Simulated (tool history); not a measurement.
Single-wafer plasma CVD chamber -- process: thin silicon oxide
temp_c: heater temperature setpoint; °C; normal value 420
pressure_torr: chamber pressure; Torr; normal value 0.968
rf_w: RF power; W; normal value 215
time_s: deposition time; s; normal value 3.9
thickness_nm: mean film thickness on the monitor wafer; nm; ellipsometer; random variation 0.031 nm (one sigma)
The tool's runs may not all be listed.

run   hour  temp_c  pressure_torr  rf_w  time_s  read-back reference wafer on the same gauge, thickness_nm  thickness_nm
  1      0     420          0.968   215     3.9                                                      6.046         7.354
  2   12.6     420          0.968   215     3.9                                                      6.061         7.382
  3   35.1     420          0.968   215     3.9                                                      6.051         7.347
  4   64.9     420          0.968   205    4.22                                                      6.056         7.859
  5   83.5     420          0.968   205    4.22                                                      6.046         7.942
  6  110.8     420          0.968   215     3.9                                                      6.055         7.331
     156.4  -- gauge calibrated
  7  190.6     420          0.968   200    4.42                                                       6.05         8.217
  8  209.3     420          0.968   200    4.42                                                      6.058         8.197
  9  238.3     420          0.968   200    4.42                                                      6.059          8.22
 10  267.4     420           0.83   215     3.9                                                       6.05         6.339
 11  295.6     420           0.83   215     3.9                                                      6.054         6.431
 12  316.4     420          0.779   215     3.9                                                      6.054         5.908
 13  347.7     420           1.03   215     3.9                                                      6.049         7.844
     369.8  -- RF generator calibrated
 14  370.3     420          0.968   215    3.49                                                      6.052         6.626
     398.2  -- showerhead replaced, of another model than before
     411.3  -- capacitance manometer re-zeroed and calibrated
 15  411.8     420          0.783   255    4.13                                                      6.044         6.654
     423.5  -- thermocouple changed; heater temperature recalibrated
 16  427.7     420          0.968   240     3.9                                                      6.051         7.068
 17  441.3     420          0.968   215    4.26                                                      6.046         7.592
 18  476.2     431          0.968   215    4.64                                                      6.042         8.212
 19  506.8     427          1.158   225    3.23                                                       6.05         6.398
 20    528     420          0.968   215    3.64                                                      6.052         6.474
 21  541.8     420          0.968   215     3.9                                                      6.048         6.998
 22  575.7     420          0.968   215     3.9                                                      6.044         6.952
 23  603.8     420          0.968   215     3.9                                                      6.047         6.958
 24  636.7     420          0.968   215    3.51                                                      6.045         6.326
 25  649.2     420          0.968   215    3.26                                                      6.043         5.902
 26  664.2     420          0.968   200    3.37                                                      6.059         5.962
 27  678.5     405          1.179   240     3.9                                                      6.046         7.999
 28  712.1     432          1.056   180     3.9                                                      6.052         7.043

Each row is a separate what-if for the run after 28, all from the same tool condition, not one after another. Results?
  A  712.5     420          0.968   215     3.9                                                          ?             ?
  B  712.5     411          0.812   215     3.9                                                          ?             ?
  C  712.5     420          0.968   190    4.17                                                          ?             ?
  D  712.5     434          1.164   215     3.9                                                          ?             ?
  E  712.5     420          0.878   255    4.48                                                          ?             ?

run  read-back reference wafer on the same gauge, thickness_nm  thickness_nm
  A                                                      6.045         7.011
  B                                                      6.045         6.314
  C                                                      6.045         7.335
  D                                                      6.045         7.656
  E                                                      6.045         7.805
Without the tool's hidden state the same runs would have given:
run  thickness_nm
  A          7.04
  B          6.34
  C         7.366
  D         7.681
  E         7.838
